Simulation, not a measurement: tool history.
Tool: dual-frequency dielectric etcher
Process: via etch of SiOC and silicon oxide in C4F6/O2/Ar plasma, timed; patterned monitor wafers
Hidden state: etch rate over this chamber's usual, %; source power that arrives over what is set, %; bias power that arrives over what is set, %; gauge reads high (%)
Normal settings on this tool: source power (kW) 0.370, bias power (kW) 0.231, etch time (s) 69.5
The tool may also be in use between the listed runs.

| run | hour | source power (kW) | bias power (kW) | etch time (s) | wafers since the last listed run | hours since the last wet clean | hours since the last source power generator calibration | hours since the last bias power generator calibration | hours since the last upper electrode change | hours since the gauge calibration | read-back reference wafer on the same gauge, depth_nm | mean etch depth across the wafer (angstrom) |
|---|---|---|---|---|---|---|---|---|---|---|---|---|
| 1 | 0.0 | 0.320 | 0.231 | 69.5 | 0 | 311.7 | 4093.9 | 3527.3 | 3842.2 | 119.0 | 84.0 | 690 |
| 2 | 6.8 | 0.320 | 0.231 | 69.5 | 55 | 318.5 | 4100.7 | 3534.1 | 3849.0 | 125.8 | 84.0 | 688 |
| 3 | 23.6 | 0.370 | 0.231 | 69.5 | 137 | 335.3 | 4117.5 | 3550.9 | 3865.8 | 142.6 | 84.0 | 714 |
| 4 | 31.5 | 0.370 | 0.231 | 69.5 | 64 | 343.2 | 4125.4 | 3558.8 | 3873.7 | 150.5 | 84.0 | 713 |
| 5 | 38.2 | 0.370 | 0.231 | 69.5 | 54 | 349.9 | 4132.1 | 3565.5 | 3880.4 | 157.2 | 84.0 | 712 |
| 6 | 47.8 | 0.370 | 0.231 | 69.5 | 78 | 359.5 | 4141.7 | 3575.1 | 3890.0 | 166.8 | 84.0 | 711 |
|  | 51.9 | source power generator calibrated |
| 7 | 60.9 | 0.370 | 0.231 | 69.5 | 74 | 372.6 | 9.0 | 3588.2 | 3903.1 | 179.9 | 84.0 | 711 |
|  | 63.5 | gauge calibrated |
| 8 | 67.4 | 0.370 | 0.231 | 69.5 | 53 | 379.1 | 15.5 | 3594.7 | 3909.6 | 3.9 | 84.0 | 714 |
|  | 95.6 | upper electrode replaced |
|  | 117.5 | wet clean of the chamber |
| 9 | 118.0 | 0.410 | 0.247 | 84.0 | 38 | 0.5 | 66.1 | 3645.3 | 22.4 | 54.5 | 84.0 | 946 |
| 10 | 118.3 | 0.330 | 0.246 | 61.5 | 2 | 0.8 | 66.4 | 3645.6 | 22.7 | 54.8 | 84.0 | 653 |
| 11 | 118.7 | 0.370 | 0.192 | 69.5 | 3 | 1.2 | 66.8 | 3646.0 | 23.1 | 55.2 | 84.0 | 680 |
| 12 | 119.3 | 0.370 | 0.231 | 69.5 | 4 | 1.8 | 67.4 | 3646.6 | 23.7 | 55.8 | 84.0 | 742 |
|  | 133.3 | bias power generator calibrated |
| 13 | 135.9 | 0.410 | 0.231 | 49.5 | 103 | 18.4 | 84.0 | 2.6 | 40.3 | 72.4 | 84.0 | 536 |
| 14 | 152.5 | 0.430 | 0.231 | 69.5 | 136 | 35.0 | 100.6 | 19.2 | 56.9 | 89.0 | 84.0 | 763 |
| 15 | 159.3 | 0.370 | 0.231 | 69.5 | 55 | 41.8 | 107.4 | 26.0 | 63.7 | 95.8 | 83.9 | 734 |
| 16 | 170.2 | 0.370 | 0.231 | 69.5 | 89 | 52.7 | 118.3 | 36.9 | 74.6 | 106.7 | 84.0 | 734 |

Hidden state at the last listed run before each entry between runs and at the first one after, where it differs:
Run 6 -> run 7: source power generator calibrated (hour 51.9)
  etch rate over this chamber's usual, %: -3.07 -> -3.2
  what was measured, less what the result would be without the hidden state, mean etch depth across the wafer (angstrom): -22 -> -24
Run 7 -> run 8: gauge calibrated (hour 63.5)
  etch rate over this chamber's usual, %: -3.2 -> -3.26
  what was measured, less what the result would be without the hidden state, mean etch depth across the wafer (angstrom): -24 -> -24
Run 8 -> run 9: upper electrode replaced (hour 95.6); wet clean of the chamber (hour 117.5)
  etch rate over this chamber's usual, %: -3.26 -> 0.294
  what was measured, less what the result would be without the hidden state, mean etch depth across the wafer (angstrom): -24 -> +3
Run 12 -> run 13: bias power generator calibrated (hour 133.3)
  etch rate over this chamber's usual, %: 0.282 -> 0.126
  what was measured, less what the result would be without the hidden state, mean etch depth across the wafer (angstrom): +2 -> +0
